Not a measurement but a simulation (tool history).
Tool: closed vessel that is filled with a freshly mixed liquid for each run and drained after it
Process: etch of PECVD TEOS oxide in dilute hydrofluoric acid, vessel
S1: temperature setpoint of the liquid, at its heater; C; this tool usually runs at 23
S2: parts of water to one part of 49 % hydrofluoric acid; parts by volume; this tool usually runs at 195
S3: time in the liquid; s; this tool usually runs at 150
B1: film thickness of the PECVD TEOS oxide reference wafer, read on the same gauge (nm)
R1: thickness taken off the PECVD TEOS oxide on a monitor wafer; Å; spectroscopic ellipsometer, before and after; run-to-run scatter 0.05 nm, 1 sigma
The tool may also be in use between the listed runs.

run    hour    S1   S2   S3     B1     R1
  1       0  25.5  170  150     90  111.6
  2   115.7  19.5  125  150  90.03    127
  3   245.7    23  195  150  90.01   84.5
  4     343    23  195  150  89.97   84.7
  5   446.4  26.5  195  150  90.01   96.8
      477.4  -- hydrofluoric acid flow meter replaced
  6   493.8    23  195  175  90.01   95.2
  7   552.7    23  195  175     90   96.2
  8   593.5    23  195  150  89.99   81.6
  9   733.7    23  195  150     90   82.1
      749.9  -- thermometer replaced
 10   820.5    23  195  150  89.96   82.7
 11     913  18.5  285  150  90.05   43.2
 12   996.5  20.5  245  105     90   39.2
       1078  -- hydrofluoric acid flow meter replaced, repeated, since the last time left the tool worse
 13  1101.8    18  105   75  89.96   74.8
 14  1138.2    18  220  110  90.01   47.2
 15  1203.3  18.5  285  185     90   58.4
 16  1246.5    23  195  150     90   89.2
 17  1349.5    19  195  205  90.03  104.8
 18  1436.2    19  100  200  90.02    217
 19  1513.2  27.5  150  200  89.96  193.2
     1560.2  -- gauge calibrated
 20  1611.7    23  195  150  90.04   89.1
 21  1657.2    23  195  150     90   88.9
 22  1781.9    23  295  105  90.02   36.9
 23    1867    19  195  205  90.01  103.1
 24  1927.6    26   95  240  89.99  368.8
 25  1984.2  20.5  285   90  90.01   30.2
 26  2074.9    23  195  150     90   88.2
 27  2126.7    23  195   65  90.03   37.8
 28  2211.4    26  195  150     90   98.6
 29  2270.5    21  225  175  90.01   79.5
 30    2334    23  195  150  90.04   87.1
 31  2391.6    23  195  150  89.98   86.9
 32  2474.9    23  245  150  90.02   65.4

Exercise: give the hidden state of the tool at every run:
liquid hotter than its thermometer reads (K): 0 in every run
gauge reads high (%): 0 in every run
H1: hydrofluoric acid flow below the setpoint (%)
run     H1
  1   3.54
  2   3.75
  3   3.98
  4   4.15
  5   4.34
  6    6.9
  7   7.01
  8   7.08
  9   7.33
 10   7.48
 11   7.65
 12   7.79
 13  0.135
 14    0.2
 15  0.315
 16  0.392
 17  0.575
 18  0.728
 19  0.865
 20   1.04
 21   1.12
 22   1.34
 23   1.49
 24    1.6
 25    1.7
 26   1.86
 27   1.95
 28    2.1
 29   2.21
 30   2.32
 31   2.42
 32   2.57
